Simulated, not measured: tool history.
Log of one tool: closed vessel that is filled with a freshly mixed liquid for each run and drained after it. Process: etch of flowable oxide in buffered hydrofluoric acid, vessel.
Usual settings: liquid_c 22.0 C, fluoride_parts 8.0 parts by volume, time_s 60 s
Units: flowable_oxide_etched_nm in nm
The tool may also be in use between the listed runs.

run	hour	liquid_c	fluoride_parts	time_s	wafers since the last listed run	hours since the thermometer was replaced	hours since the hydrofluoric acid flow meter was replaced	hours since the gauge calibration	read-back film thickness of the flowable oxide reference wafer, read on the same gauge (nm)	flowable_oxide_etched_nm
1	0.0	22.0	8.0	60	0	393.2	1332.0	209.2	129.99	414.36
2	90.2	22.0	8.0	60	6575	483.4	1422.2	299.4	129.99	413.23
3	179.1	22.0	8.0	60	6480	572.3	1511.1	388.3	129.99	415.35
4	250.0	22.0	7.5	60	5168	643.2	1582.0	459.2	130.04	438.11
5	390.8	22.0	8.0	60	10263	784.0	1722.8	600.0	130.03	414.79
6	481.6	22.0	8.0	60	6619	874.8	1813.6	690.8	130.02	412.29
7	589.4	22.0	8.0	60	7858	982.6	1921.4	798.6	130.01	412.43
# hour 657.6: hydrofluoric acid flow meter replaced
8	680.6	22.0	8.0	60	6575	1073.8	23.0	889.8	129.97	438.00
# hour 711.1: thermometer replaced
9	739.8	20.5	7.0	95	4242	28.7	82.2	949.0	129.99	695.10
10	804.7	17.5	5.5	70	4731	93.6	147.1	1013.9	130.02	542.70
11	880.2	22.0	8.0	80	5503	169.1	222.6	1089.4	129.98	556.83
# hour 931.7: gauge calibrated
12	979.1	17.5	6.5	80	7209	268.0	321.5	47.4	130.02	532.51
13	1060.2	20.5	8.0	60	5912	349.1	402.6	128.5	130.03	381.46
14	1130.9	20.5	8.0	60	5153	419.8	473.3	199.2	129.97	382.78
15	1211.6	22.0	7.0	60	5882	500.5	554.0	279.9	130.00	487.41
16	1248.5	22.0	8.0	60	2689	537.4	590.9	316.8	130.00	421.51
17	1287.4	22.0	8.0	60	2835	576.3	629.8	355.7	129.99	418.76

What the log doesn't show, run by run:
gauge reads high (%): 0 in every run
H1: liquid hotter than its thermometer reads (K)
H2: hydrofluoric acid flow below the setpoint (%)
run	H1	H2
1	0.347	3.23
2	0.412	3.42
3	0.476	3.61
4	0.527	3.76
5	0.628	4.06
6	0.693	4.25
7	0.771	4.48
8	0.836	0.382
9	0.117	0.507
10	0.164	0.645
11	0.218	0.805
12	0.289	1.01
13	0.347	1.19
14	0.398	1.34
15	0.456	1.51
16	0.483	1.58
17	0.511	1.67
